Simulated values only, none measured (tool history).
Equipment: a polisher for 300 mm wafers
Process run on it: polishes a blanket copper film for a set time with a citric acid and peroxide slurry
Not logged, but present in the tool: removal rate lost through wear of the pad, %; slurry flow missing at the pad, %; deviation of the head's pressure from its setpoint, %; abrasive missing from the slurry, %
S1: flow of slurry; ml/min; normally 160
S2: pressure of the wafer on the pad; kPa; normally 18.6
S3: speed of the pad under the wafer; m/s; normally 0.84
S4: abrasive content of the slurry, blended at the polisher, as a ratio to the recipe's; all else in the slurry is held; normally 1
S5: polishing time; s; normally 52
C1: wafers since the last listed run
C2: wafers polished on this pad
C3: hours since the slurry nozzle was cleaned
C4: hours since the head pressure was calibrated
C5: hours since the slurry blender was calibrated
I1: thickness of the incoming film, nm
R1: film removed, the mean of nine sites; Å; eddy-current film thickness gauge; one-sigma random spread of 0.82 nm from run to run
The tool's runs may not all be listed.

run 1 hour=0 | S1=160 S2=18.6 S3=0.84 S4=1 S5=52 | C1=0 C2=1521 C3=532.5 C4=408 C5=336.4 | I1=485.8 | R1=991
-- hour=7.5 head pressure recalibrated
-- hour=17.6 worn pad replaced by a new one
run 2 hour=18.1 | S1=160 S2=18.6 S3=0.84 S4=1 S5=52 | C1=124 C2=4 C3=550.6 C4=10.6 C5=354.5 | I1=492.8 | R1=1072
-- hour=25 slurry blender recalibrated
-- hour=27.5 slurry nozzle cleaned
run 3 hour=68.3 | S1=175 S2=18.6 S3=0.84 S4=0.95 S5=52 | C1=486 C2=491 C3=40.8 C4=60.8 C5=43.3 | I1=493 | R1=1047
run 4 hour=84 | S1=175 S2=18.6 S3=0.84 S4=0.95 S5=52 | C1=161 C2=653 C3=56.5 C4=76.5 C5=59 | I1=488.8 | R1=1052
run 5 hour=91.2 | S1=160 S2=14.5 S3=0.7 S4=1 S5=52 | C1=74 C2=727 C3=63.7 C4=83.7 C5=66.2 | I1=483.5 | R1=739
run 6 hour=118.7 | S1=160 S2=18.6 S3=0.74 S4=1 S5=52 | C1=283 C2=1010 C3=91.2 C4=111.2 C5=93.7 | I1=482.4 | R1=915
run 7 hour=132.7 | S1=135 S2=18.6 S3=1.12 S4=1.25 S5=52 | C1=144 C2=1155 C3=105.2 C4=125.2 C5=107.7 | I1=486.2 | R1=1424
run 8 hour=139.2 | S1=160 S2=21.4 S3=0.74 S4=1 S5=65 | C1=67 C2=1222 C3=111.7 C4=131.7 C5=114.2 | I1=493.6 | R1=1272
-- hour=159.1 worn pad replaced by a new one
run 9 hour=159.6 | S1=135 S2=18.6 S3=0.84 S4=1 S5=52 | C1=169 C2=5 C3=132.1 C4=152.1 C5=134.6 | I1=498.6 | R1=1019
run 10 hour=163.1 | S1=160 S2=15.2 S3=0.84 S4=1 S5=43 | C1=36 C2=41 C3=135.6 C4=155.6 C5=138.1 | I1=485.9 | R1=749
run 11 hour=177 | S1=160 S2=18.6 S3=0.94 S4=1 S5=38 | C1=143 C2=184 C3=149.5 C4=169.5 C5=152 | I1=491.4 | R1=847
run 12 hour=188.7 | S1=110 S2=18.6 S3=0.68 S4=1.15 S5=52 | C1=120 C2=305 C3=161.2 C4=181.2 C5=163.7 | I1=492.8 | R1=819
run 13 hour=230.5 | S1=160 S2=23.4 S3=0.84 S4=1 S5=52 | C1=430 C2=735 C3=203 C4=223 C5=205.5 | I1=491.3 | R1=1202
run 14 hour=243.9 | S1=160 S2=13.1 S3=1.1 S4=1 S5=36 | C1=138 C2=874 C3=216.4 C4=236.4 C5=218.9 | I1=486.1 | R1=723
run 15 hour=256.1 | S1=160 S2=18.6 S3=1.14 S4=1.15 S5=52 | C1=125 C2=999 C3=228.6 C4=248.6 C5=231.1 | I1=483.5 | R1=1400
run 16 hour=262.6 | S1=160 S2=23.4 S3=1.04 S4=1.1 S5=59 | C1=67 C2=1066 C3=235.1 C4=255.1 C5=237.6 | I1=492.9 | R1=1720
run 17 hour=274.7 | S1=160 S2=18.6 S3=0.84 S4=1 S5=52 | C1=124 C2=1191 C3=247.2 C4=267.2 C5=249.7 | I1=492.2 | R1=1022
run 18 hour=291.3 | S1=160 S2=18.6 S3=0.84 S4=1 S5=61 | C1=171 C2=1362 C3=263.8 C4=283.8 C5=266.3 | I1=484.4 | R1=1188
run 19 hour=304 | S1=160 S2=18.6 S3=0.96 S4=1.2 S5=35 | C1=130 C2=1493 C3=276.5 C4=296.5 C5=279 | I1=494.2 | R1=801
-- hour=308.7 worn pad replaced by a new one
run 20 hour=349.7 | S1=160 S2=16.5 S3=0.72 S4=0.8 S5=40 | C1=429 C2=422 C3=322.2 C4=342.2 C5=324.7 | I1=486.4 | R1=589
run 21 hour=360.4 | S1=200 S2=24.1 S3=0.64 S4=1.2 S5=52 | C1=110 C2=532 C3=332.9 C4=352.9 C5=335.4 | I1=491 | R1=981
run 22 hour=376.1 | S1=160 S2=15.2 S3=0.84 S4=0.9 S5=52 | C1=161 C2=694 C3=348.6 C4=368.6 C5=351.1 | I1=496.4 | R1=846
run 23 hour=394.8 | S1=180 S2=18.6 S3=0.84 S4=0.8 S5=52 | C1=192 C2=887 C3=367.3 C4=387.3 C5=369.8 | I1=484.3 | R1=958
run 24 hour=403.7 | S1=160 S2=18.6 S3=0.84 S4=1 S5=52 | C1=91 C2=979 C3=376.2 C4=396.2 C5=378.7 | I1=499.8 | R1=969
run 25 hour=413.8 | S1=160 S2=18.6 S3=0.84 S4=1 S5=52 | C1=104 C2=1083 C3=386.3 C4=406.3 C5=388.8 | I1=482.9 | R1=974
-- hour=421.6 head pressure recalibrated
run 26 hour=429.6 | S1=160 S2=18.6 S3=0.92 S4=1 S5=52 | C1=142 C2=1225 C3=402.1 C4=8 C5=404.6 | I1=481.4 | R1=1175
run 27 hour=463.1 | S1=160 S2=18.6 S3=0.84 S4=0.7 S5=52 | C1=345 C2=1570 C3=435.6 C4=41.5 C5=438.1 | I1=482.5 | R1=1009
run 28 hour=469.4 | S1=175 S2=18.6 S3=0.84 S4=0.95 S5=52 | C1=64 C2=1635 C3=441.9 C4=47.8 C5=444.4 | I1=485.9 | R1=1073
-- hour=476.8 worn pad replaced by a new one
run 29 hour=477.3 | S1=160 S2=18.6 S3=0.84 S4=1 S5=52 | C1=40 C2=5 C3=449.8 C4=55.7 C5=452.3 | I1=490.4 | R1=1072

Some steps in R1 between neighbouring runs. How much of each would the tool show without its hidden state too (settings, what came in, random variation), and how much is left for the hidden state, with any gauge scatter that isn't in both results?
Run 1 -> 2: head pressure recalibrated, worn pad replaced by a new one. R1 +81 Å: hidden state +56, all else +25.
Run 14 -> 15: S2 13.1 -> 18.6, S3 1.1 -> 1.14, S4 1 -> 1.15, S5 36 -> 52. R1 +677 Å: hidden state -43, all else +720.
Run 16 -> 17: S2 23.4 -> 18.6, S3 1.04 -> 0.84, S4 1.1 -> 1, S5 59 -> 52. R1 -698 Å: hidden state +42, all else -740.
Run 25 -> 26: S3 0.84 -> 0.92, head pressure recalibrated. R1 +201 Å: hidden state +91, all else +110.
